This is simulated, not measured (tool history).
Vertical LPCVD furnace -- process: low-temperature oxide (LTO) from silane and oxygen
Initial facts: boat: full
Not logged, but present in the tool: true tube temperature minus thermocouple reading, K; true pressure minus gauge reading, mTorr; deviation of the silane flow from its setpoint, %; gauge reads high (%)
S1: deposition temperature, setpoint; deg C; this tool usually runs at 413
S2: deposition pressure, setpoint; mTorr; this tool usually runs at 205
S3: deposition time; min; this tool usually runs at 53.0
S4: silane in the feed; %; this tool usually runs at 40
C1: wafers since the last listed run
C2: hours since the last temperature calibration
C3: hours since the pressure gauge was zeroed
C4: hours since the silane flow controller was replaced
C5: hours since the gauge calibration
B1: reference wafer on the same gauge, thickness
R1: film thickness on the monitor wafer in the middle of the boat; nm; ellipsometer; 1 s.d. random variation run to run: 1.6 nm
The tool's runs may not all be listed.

run	hour	S1	S2	S3	S4	C1	C2	C3	C4	C5	B1	R1
1	0.0	408	205	53.0	40	0	4314.4	1440.7	6202.4	128.0	418.13	506.70
2	15.5	413	245	53.0	40	341	4329.9	1456.2	6217.9	143.5	418.26	635.31
3	24.6	413	245	53.0	40	200	4339.0	1465.3	6227.0	152.6	418.09	631.90
4	38.4	413	205	53.0	40	304	4352.8	1479.1	6240.8	166.4	417.99	533.23
5	50.8	413	205	53.0	40	273	4365.2	1491.5	6253.2	178.8	417.89	531.26
6	63.5	413	205	53.0	40	280	4377.9	1504.2	6265.9	191.5	417.80	535.65
7	74.7	413	205	53.0	40	247	4389.1	1515.4	6277.1	202.7	417.88	537.13
8	97.6	413	205	53.0	36	505	4412.0	1538.3	6300.0	225.6	418.14	468.60
9	114.4	413	205	53.0	40	370	4428.8	1555.1	6316.8	242.4	418.07	536.16
10	131.8	413	205	53.0	40	383	4446.2	1572.5	6334.2	259.8	418.25	536.32
11	144.2	413	175	53.0	40	273	4458.6	1584.9	6346.6	272.2	418.16	458.46
12	173.7	413	175	53.0	40	650	4488.1	1614.4	6376.1	301.7	418.01	462.67
13	189.5	413	205	58.0	40	348	4503.9	1630.2	6391.9	317.5	417.97	589.66
# hour 220.3: thermocouples replaced and temperature profile calibrated
# hour 234.2: silane flow controller replaced
# hour 238.0: pressure gauge zeroed
14	238.5	413	205	53.0	40	161	18.2	0.5	4.3	366.5	417.74	515.56
15	242.1	413	205	53.0	40	79	21.8	4.1	7.9	370.1	417.90	516.85
# hour 242.3: gauge calibrated
16	245.8	413	205	53.0	46	81	25.5	7.8	11.6	3.5	417.80	595.81
17	249.5	413	180	53.0	43	81	29.2	11.5	15.3	7.2	417.73	490.23
18	253.2	418	205	53.0	45	81	32.9	15.2	19.0	10.9	417.82	617.66
19	261.9	419	230	41.5	38	191	41.6	23.9	27.7	19.6	417.83	454.18

For run 20, what comes out?
20	314.4	413	205	53.0	40	1157	94.1	76.4	80.2	72.1	?	?

{"run 20": {"B1": 417.79, "R1": 516.19}}
Had the tool carried no hidden state, the very same run would have given R1 511.22 nm.
